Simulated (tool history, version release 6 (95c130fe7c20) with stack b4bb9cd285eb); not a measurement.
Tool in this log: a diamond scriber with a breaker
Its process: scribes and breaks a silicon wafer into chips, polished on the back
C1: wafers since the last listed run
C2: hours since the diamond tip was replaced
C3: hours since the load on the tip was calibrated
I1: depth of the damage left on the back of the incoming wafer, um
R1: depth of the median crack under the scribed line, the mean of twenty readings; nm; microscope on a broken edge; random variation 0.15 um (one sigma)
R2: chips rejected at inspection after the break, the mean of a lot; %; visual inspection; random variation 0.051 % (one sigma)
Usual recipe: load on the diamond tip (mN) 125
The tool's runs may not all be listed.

Run 1, day 0.000: usual settings but load on the diamond tip (mN) 152; C1 0; C2 841.2; C3 1505.3; I1 0.01. Result: R1 10270 nm, R2 5.67 %.
Run 2, day 0.300: usual settings but load on the diamond tip (mN) 152; C1 15; C2 848.4; C3 1512.5; I1 0.01. Result: R1 10020 nm, R2 5.87 %.
Run 3, day 0.788: usual settings; C1 25; C2 860.1; C3 1524.2; I1 0.03. Result: R1 8490 nm, R2 0.82 %.
Run 4, day 1.100: usual settings; C1 16; C2 867.6; C3 1531.7; I1 0.02. Result: R1 8670 nm, R2 0.74 %.
Run 5, day 1.408: usual settings; C1 15; C2 875.0; C3 1539.1; I1 0.01. Result: R1 8620 nm, R2 0.83 %.
Run 6, day 2.138: usual settings; C1 37; C2 892.5; C3 1556.6; I1 0.02. Result: R1 8600 nm, R2 0.77 %.
Run 7, day 2.608: usual settings but load on the diamond tip (mN) 117; C1 24; C2 903.8; C3 1567.9; I1 0.04. Result: R1 8130 nm, R2 1.43 %.
Run 8, day 2.996: usual settings but load on the diamond tip (mN) 117; C1 19; C2 913.1; C3 1577.2; I1 0.03. Result: R1 8060 nm, R2 1.25 %.
Run 9, day 3.546: usual settings but load on the diamond tip (mN) 117; C1 28; C2 926.3; C3 1590.4; I1 0.03. Result: R1 8160 nm, R2 1.58 %.
Run 10, day 4.242: usual settings; C1 35; C2 943.0; C3 1607.1; I1 0.05. Result: R1 8570 nm, R2 0.78 %.
Run 11, day 4.675: usual settings; C1 22; C2 953.4; C3 1617.5; I1 0.01. Result: R1 8640 nm, R2 0.82 %.
Run 12, day 4.967: usual settings; C1 14; C2 960.4; C3 1624.5; I1 0.04. Result: R1 8820 nm, R2 0.69 %.
At day 5.333: diamond tip replaced by a new one.
Run 13, day 5.354: usual settings; C1 15; C2 0.5; C3 1633.8; I1 0.03. Result: R1 8460 nm, R2 0.69 %.
Run 14, day 5.954: usual settings; C1 30; C2 14.9; C3 1648.2; I1 0.02. Result: R1 8530 nm, R2 0.78 %.
Run 15, day 6.554: usual settings but load on the diamond tip (mN) 150; C1 30; C2 29.3; C3 1662.6; I1 0.03. Result: R1 10540 nm, R2 5.11 %.
Run 16, day 7.283: usual settings; C1 37; C2 46.8; C3 1680.1; I1 0.02. Result: R1 8490 nm, R2 0.78 %.
At day 7.388: load on the tip recalibrated.
Run 17, day 7.988: usual settings but load on the diamond tip (mN) 141; C1 31; C2 63.7; C3 14.4; I1 0.04. Result: R1 9810 nm, R2 2.54 %.
Run 18, day 8.283: usual settings but load on the diamond tip (mN) 105; C1 15; C2 70.8; C3 21.5; I1 0.03. Result: R1 7190 nm, R2 5.22 %.
Run 19, day 8.983: usual settings but load on the diamond tip (mN) 102; C1 35; C2 87.6; C3 38.3; I1 0.03. Result: R1 6860 nm, R2 6.71 %.
Run 20, day 9.638: usual settings but load on the diamond tip (mN) 88; C1 33; C2 103.3; C3 54.0; I1 0.04. Result: R1 5980 nm, R2 20.11 %.
Run 21, day 10.383: usual settings; C1 38; C2 121.2; C3 71.9; I1 0.04. Result: R1 8520 nm, R2 0.74 %.
Run 22, day 10.962: usual settings but load on the diamond tip (mN) 87; C1 29; C2 135.1; C3 85.8; I1 0.01. Result: R1 5610 nm, R2 23.30 %.
Run 23, day 11.271: usual settings but load on the diamond tip (mN) 97; C1 15; C2 142.5; C3 93.2; I1 0.04. Result: R1 6590 nm, R2 9.47 %.
Run 24, day 11.783: usual settings but load on the diamond tip (mN) 143; C1 26; C2 154.8; C3 105.5; I1 0.02. Result: R1 9540 nm, R2 3.06 %.
Run 25, day 12.088: usual settings but load on the diamond tip (mN) 143; C1 15; C2 162.1; C3 112.8; I1 0.04. Result: R1 9750 nm, R2 2.86 %.
Run 26, day 12.812: usual settings; C1 37; C2 179.5; C3 130.2; I1 0.05. Result: R1 8440 nm, R2 0.73 %.

Across each entry between runs, compare the hidden state at the last listed run before it with the hidden state at the first listed run after it:
In the gap between runs 12 and 13: diamond tip replaced by a new one (day 5.333)
  nothing in the hidden state changes from one run to the other
In the gap between runs 16 and 17: load on the tip recalibrated (day 7.388)
  nothing in the hidden state changes from one run to the other
